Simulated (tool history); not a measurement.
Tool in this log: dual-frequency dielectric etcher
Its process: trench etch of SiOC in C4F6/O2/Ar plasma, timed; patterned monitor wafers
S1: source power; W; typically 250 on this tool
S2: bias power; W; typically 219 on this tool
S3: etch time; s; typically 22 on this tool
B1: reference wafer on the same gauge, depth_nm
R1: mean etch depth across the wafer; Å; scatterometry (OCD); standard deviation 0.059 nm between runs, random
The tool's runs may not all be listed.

run 1 hour=0 | S1=280 S2=219 S3=22 | B1=32 | R1=418.8
run 2 hour=14.1 | S1=280 S2=219 S3=22 | B1=31.99 | R1=418.7
run 3 hour=20.7 | S1=280 S2=219 S3=22 | B1=32 | R1=418.9
run 4 hour=28.6 | S1=250 S2=219 S3=22 | B1=32 | R1=400.8
run 5 hour=35 | S1=240 S2=177 S3=22 | B1=32.01 | R1=368.8
run 6 hour=47.1 | S1=240 S2=177 S3=22 | B1=31.99 | R1=368.6
run 7 hour=58.1 | S1=240 S2=177 S3=22 | B1=31.98 | R1=368.3
run 8 hour=74.6 | S1=250 S2=219 S3=22 | B1=31.99 | R1=402.5
-- hour=82.6 gauge calibrated
-- hour=121.9 wet clean of the chamber
-- hour=138 bias power generator calibrated
-- hour=145.9 upper electrode replaced
run 9 hour=146.4 | S1=200 S2=219 S3=22 | B1=31.98 | R1=355
run 10 hour=146.7 | S1=250 S2=219 S3=22 | B1=32.01 | R1=390.6
run 11 hour=156.4 | S1=250 S2=219 S3=22 | B1=32.01 | R1=390.1
-- hour=167.7 source power generator calibrated
run 12 hour=172.5 | S1=250 S2=219 S3=22 | B1=32 | R1=391.2
run 13 hour=184.3 | S1=200 S2=166 S3=26.5 | B1=31.99 | R1=393.8
run 14 hour=203.1 | S1=310 S2=165 S3=20.5 | B1=31.99 | R1=366.2
run 15 hour=209.4 | S1=220 S2=266 S3=22 | B1=32.01 | R1=397
run 16 hour=222 | S1=250 S2=254 S3=22 | B1=31.99 | R1=411.8

Branching from run 16: 4 alternative next runs. What would each branch give?
run A hour=222.4 | S1=250 S2=219 S3=22 | B1=? | R1=?
run B hour=222.4 | S1=250 S2=219 S3=20.5 | B1=? | R1=?
run C hour=222.4 | S1=250 S2=219 S3=25 | B1=? | R1=?
run D hour=222.4 | S1=250 S2=219 S3=27.5 | B1=? | R1=?

run=A B1=31.98 R1=392.4
run=B B1=31.98 R1=365.6
run=C B1=31.98 R1=445.9
run=D B1=31.98 R1=490.5
With the hidden condition removed and each run's random variation left untouched, the same runs would have given:
run=A R1=389.6
run=B R1=363.1
run=C R1=442.8
run=D R1=487.1

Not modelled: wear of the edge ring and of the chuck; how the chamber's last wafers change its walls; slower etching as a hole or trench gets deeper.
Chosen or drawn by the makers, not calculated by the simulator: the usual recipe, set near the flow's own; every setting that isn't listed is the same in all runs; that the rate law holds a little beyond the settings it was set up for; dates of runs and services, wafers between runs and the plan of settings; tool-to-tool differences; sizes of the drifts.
